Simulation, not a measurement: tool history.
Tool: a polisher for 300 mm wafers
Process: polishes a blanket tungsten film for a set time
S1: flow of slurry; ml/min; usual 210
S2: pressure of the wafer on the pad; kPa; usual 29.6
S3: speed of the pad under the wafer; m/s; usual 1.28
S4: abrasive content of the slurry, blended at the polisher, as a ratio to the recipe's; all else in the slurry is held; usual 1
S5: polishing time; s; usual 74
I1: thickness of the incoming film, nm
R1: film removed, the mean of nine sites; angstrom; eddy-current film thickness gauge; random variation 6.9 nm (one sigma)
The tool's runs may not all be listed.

run   hour   S1    S2    S3    S4  S5      I1     R1
  1      0  255  22.1  1.28     1  74  1445.2   4149
  2   30.7  210  29.6  1.28     1  92    1449   6550
      42.1  -- worn pad replaced by a new one
      43.1  -- slurry blender recalibrated
  3   44.9  255  22.1  1.28     1  74  1494.1   4355
  4   62.2  210    40  1.42     1  56  1460.9   6761
  5   89.1  280  29.6  1.28  0.75  51  1484.8   3798
  6  107.6  210  23.4   1.4     1  50  1454.1   3432
  7  121.4  185  29.6   1.1   0.8  99    1454   5952
  8  148.2  185  38.6  1.56     1  96  1432.1  11716
     179.2  -- slurry tank refilled with fresh slurry and peroxide
  9  181.3  255    40  1.28  0.75  74  1449.3   7070
 10  205.2  280  29.6  1.28     1  91  1447.7   7149
 11  230.1  210  29.6  1.28     1  74    1453   5551
 12    271  210  36.5  1.28     1  74    1494   6597
     272.4  -- slurry nozzle cleaned
     287.9  -- worn pad replaced by a new one
 13  288.5  210  29.6  1.28     1  74  1468.4   5954
 14  304.3  210  29.6  1.28   1.2  65  1472.1   5537
 15  328.8  210  29.6  1.28     1  87  1462.5   7055
     341.4  -- slurry blender recalibrated
 16  345.6  210  29.6  1.28     1  74  1463.7   5913
 17  376.6  170  29.6  1.28     1  74  1440.9   5629
 18  402.2  210  29.6  1.28     1  87  1487.4   6813
 19  430.6  210  29.6  1.28     1  74  1450.6   5731
       432  -- slurry tank refilled with fresh slurry and peroxide
 20  456.8  185  29.6  1.06     1  74  1470.8   4522
 21    491  185  29.6  1.28     1  89    1490   6545
 22  526.8  210  29.6  1.28     1  74  1475.2   5240
 23  552.4  210  37.9  1.28  0.75  97    1457   7793
     561.7  -- worn pad replaced by a new one
 24  576.6  280  29.6  1.48     1  49  1468.2   4694
     592.7  -- slurry blender recalibrated
 25  612.3  210  29.6  1.28     1  74  1467.7   5919
 26  645.8  235  22.8  1.48     1  84  1451.2   5906

The tool's hidden state at each run:
slurry flow missing at the pad, %: 0 in every run
deviation of the head's pressure from its setpoint, %: 0 in every run
abrasive missing from the slurry, %: 0 in every run
peroxide lost from the slurry, %: 0 in every run
H1: removal rate lost through wear of the pad, %
run     H1
  1   8.95
  2   11.7
  3   1.33
  4    1.4
  5   1.75
  6   2.15
  7   2.53
  8   3.49
  9   5.04
 10   6.43
 11   8.11
 12   11.4
 13  0.435
 14  0.487
 15  0.756
 16   1.07
 17   1.95
 18   2.94
 19   4.34
 20   5.91
 21   8.35
 22   11.4
 23   13.9
 24  0.719
 25   1.17
 26   2.03

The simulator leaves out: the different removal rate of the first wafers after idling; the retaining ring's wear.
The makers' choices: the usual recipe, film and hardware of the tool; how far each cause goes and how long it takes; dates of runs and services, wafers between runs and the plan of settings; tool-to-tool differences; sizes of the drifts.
